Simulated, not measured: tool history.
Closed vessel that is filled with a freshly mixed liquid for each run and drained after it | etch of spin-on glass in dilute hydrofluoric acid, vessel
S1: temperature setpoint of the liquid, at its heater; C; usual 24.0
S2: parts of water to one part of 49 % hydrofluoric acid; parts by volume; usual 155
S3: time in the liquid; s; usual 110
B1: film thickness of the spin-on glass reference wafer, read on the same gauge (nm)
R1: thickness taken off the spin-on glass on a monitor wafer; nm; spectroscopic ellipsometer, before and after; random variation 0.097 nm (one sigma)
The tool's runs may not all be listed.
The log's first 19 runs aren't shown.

run,hour,S1,S2,S3,B1,R1
20,491.6,28.0,195,75,89.98,8.19
21,503.7,20.0,155,110,89.99,11.49
22,521.6,21.0,125,110,90.04,15.36
23,552.2,24.0,130,145,90.01,21.79
24,586.4,19.5,215,75,89.98,5.21
25,618.3,24.0,155,110,90.02,13.25
26,673.8,24.0,230,110,89.99,8.39
27,689.8,24.0,155,110,89.97,13.36
28,716.7,24.0,155,110,90.01,13.29
29,750.9,27.5,75,110,90.04,34.76
30,772.5,19.0,155,175,90.02,17.53
31,794.5,22.5,155,110,90.02,12.71

Run 32 comes next. What will it give?
32,816.3,24.0,155,110,?,?

{"run 32": {"B1": 89.99, "R1": 13.48}}
Without the tool's hidden state the same run would have given R1 13.56 nm.

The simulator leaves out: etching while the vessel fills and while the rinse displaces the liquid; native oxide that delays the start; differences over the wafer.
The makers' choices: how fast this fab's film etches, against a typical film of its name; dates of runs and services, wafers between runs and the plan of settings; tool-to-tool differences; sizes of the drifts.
